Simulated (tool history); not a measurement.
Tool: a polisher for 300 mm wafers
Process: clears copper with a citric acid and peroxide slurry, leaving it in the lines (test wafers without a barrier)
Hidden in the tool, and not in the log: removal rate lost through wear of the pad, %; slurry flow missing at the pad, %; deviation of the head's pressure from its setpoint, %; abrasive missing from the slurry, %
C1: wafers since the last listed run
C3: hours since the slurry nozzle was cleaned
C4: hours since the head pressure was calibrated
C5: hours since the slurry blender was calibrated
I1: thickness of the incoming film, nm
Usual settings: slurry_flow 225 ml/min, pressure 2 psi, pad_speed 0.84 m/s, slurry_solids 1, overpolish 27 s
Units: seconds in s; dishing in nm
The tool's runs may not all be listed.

run 1 hour=0 | slurry_flow=225 pressure=2 pad_speed=0.84 slurry_solids=1 overpolish=27 | C1=0 wafers_polished_on_this_pad=192 C3=335.7 C4=602.9 C5=91.2 | I1=164.4 | seconds=129 dishing=22.4
run 2 hour=25.5 | slurry_flow=225 pressure=2 pad_speed=0.84 slurry_solids=1 overpolish=27 | C1=115 wafers_polished_on_this_pad=307 C3=361.2 C4=628.4 C5=116.7 | I1=166.1 | seconds=129.7 dishing=22.3
run 3 hour=62.9 | slurry_flow=245 pressure=2 pad_speed=0.84 slurry_solids=1 overpolish=17 | C1=169 wafers_polished_on_this_pad=476 C3=398.6 C4=665.8 C5=154.1 | I1=166.3 | seconds=129.7 dishing=14.7
run 4 hour=94 | slurry_flow=245 pressure=2 pad_speed=0.84 slurry_solids=1 overpolish=17 | C1=140 wafers_polished_on_this_pad=617 C3=429.7 C4=696.9 C5=185.2 | I1=163.4 | seconds=130.9 dishing=14.7
-- hour=140.4 worn pad replaced by a new one
run 5 hour=140.9 | slurry_flow=225 pressure=2 pad_speed=0.84 slurry_solids=1 overpolish=27 | C1=193 wafers_polished_on_this_pad=2 C3=476.6 C4=743.8 C5=232.1 | I1=162.4 | seconds=126.3 dishing=22.2
run 6 hour=181.2 | slurry_flow=225 pressure=2 pad_speed=0.84 slurry_solids=1 overpolish=27 | C1=182 wafers_polished_on_this_pad=184 C3=516.9 C4=784.1 C5=272.4 | I1=167.1 | seconds=130.6 dishing=22.4
run 7 hour=248.9 | slurry_flow=225 pressure=2 pad_speed=0.84 slurry_solids=1 overpolish=27 | C1=306 wafers_polished_on_this_pad=490 C3=584.6 C4=851.8 C5=340.1 | I1=166.3 | seconds=133.1 dishing=21.4
-- hour=260.6 slurry nozzle cleaned
-- hour=273.5 slurry blender recalibrated
run 8 hour=281.5 | slurry_flow=225 pressure=1.7 pad_speed=0.64 slurry_solids=0.8 overpolish=27 | C1=133 wafers_polished_on_this_pad=624 C3=20.9 C4=884.4 C5=8 | I1=164.7 | seconds=212.3 dishing=14.1
-- hour=323.5 worn pad replaced by a new one
-- hour=344.9 head pressure recalibrated
run 9 hour=350.9 | slurry_flow=280 pressure=2.4 pad_speed=0.84 slurry_solids=1 overpolish=27 | C1=286 wafers_polished_on_this_pad=114 C3=90.3 C4=6 C5=77.4 | I1=166.2 | seconds=107 dishing=25.8
run 10 hour=389.8 | slurry_flow=175 pressure=1.6 pad_speed=0.84 slurry_solids=1.15 overpolish=11 | C1=175 wafers_polished_on_this_pad=290 C3=129.2 C4=44.9 C5=116.3 | I1=166.3 | seconds=159.4 dishing=7.7
run 11 hour=437.9 | slurry_flow=225 pressure=2 pad_speed=0.84 slurry_solids=1 overpolish=27 | C1=217 wafers_polished_on_this_pad=508 C3=177.3 C4=93 C5=164.4 | I1=163.7 | seconds=131.8 dishing=21.8
-- hour=506.8 worn pad replaced by a new one
run 12 hour=571.5 | slurry_flow=260 pressure=1.5 pad_speed=0.62 slurry_solids=1 overpolish=12 | C1=586 wafers_polished_on_this_pad=292 C3=310.9 C4=226.6 C5=298 | I1=166.3 | seconds=226 dishing=6.4
run 13 hour=646.8 | slurry_flow=225 pressure=2 pad_speed=1.1 slurry_solids=0.75 overpolish=27 | C1=340 wafers_polished_on_this_pad=633 C3=386.2 C4=301.9 C5=373.3 | I1=168 | seconds=113.2 dishing=25.1
-- hour=668.7 slurry blender recalibrated
run 14 hour=684.3 | slurry_flow=225 pressure=2 pad_speed=0.84 slurry_solids=0.85 overpolish=27 | C1=160 wafers_polished_on_this_pad=793 C3=423.7 C4=339.4 C5=15.6 | I1=166.1 | seconds=141.1 dishing=20.5

Forecast each of these 3 alternatives for the next run:
run A hour=684.8 | slurry_flow=225 pressure=2 pad_speed=0.84 slurry_solids=1 overpolish=27 | C1=2 wafers_polished_on_this_pad=796 C3=424.2 C4=339.9 C5=16.1 | I1=168 | seconds=? dishing=?
run B hour=684.8 | slurry_flow=225 pressure=2.4 pad_speed=0.84 slurry_solids=1.2 overpolish=31 | C1=2 wafers_polished_on_this_pad=796 C3=424.2 C4=339.9 C5=16.1 | I1=168 | seconds=? dishing=?
run C hour=684.8 | slurry_flow=225 pressure=2.4 pad_speed=0.84 slurry_solids=1.15 overpolish=27 | C1=2 wafers_polished_on_this_pad=796 C3=424.2 C4=339.9 C5=16.1 | I1=168 | seconds=? dishing=?

run=A seconds=136 dishing=21.7
run=B seconds=108.9 dishing=29.8
run=C seconds=110.1 dishing=26.2
Without the tool's hidden state the same runs would have given:
run=A seconds=130.3 dishing=22.5
run=B seconds=104.3 dishing=30.9
run=C seconds=105.4 dishing=27.2
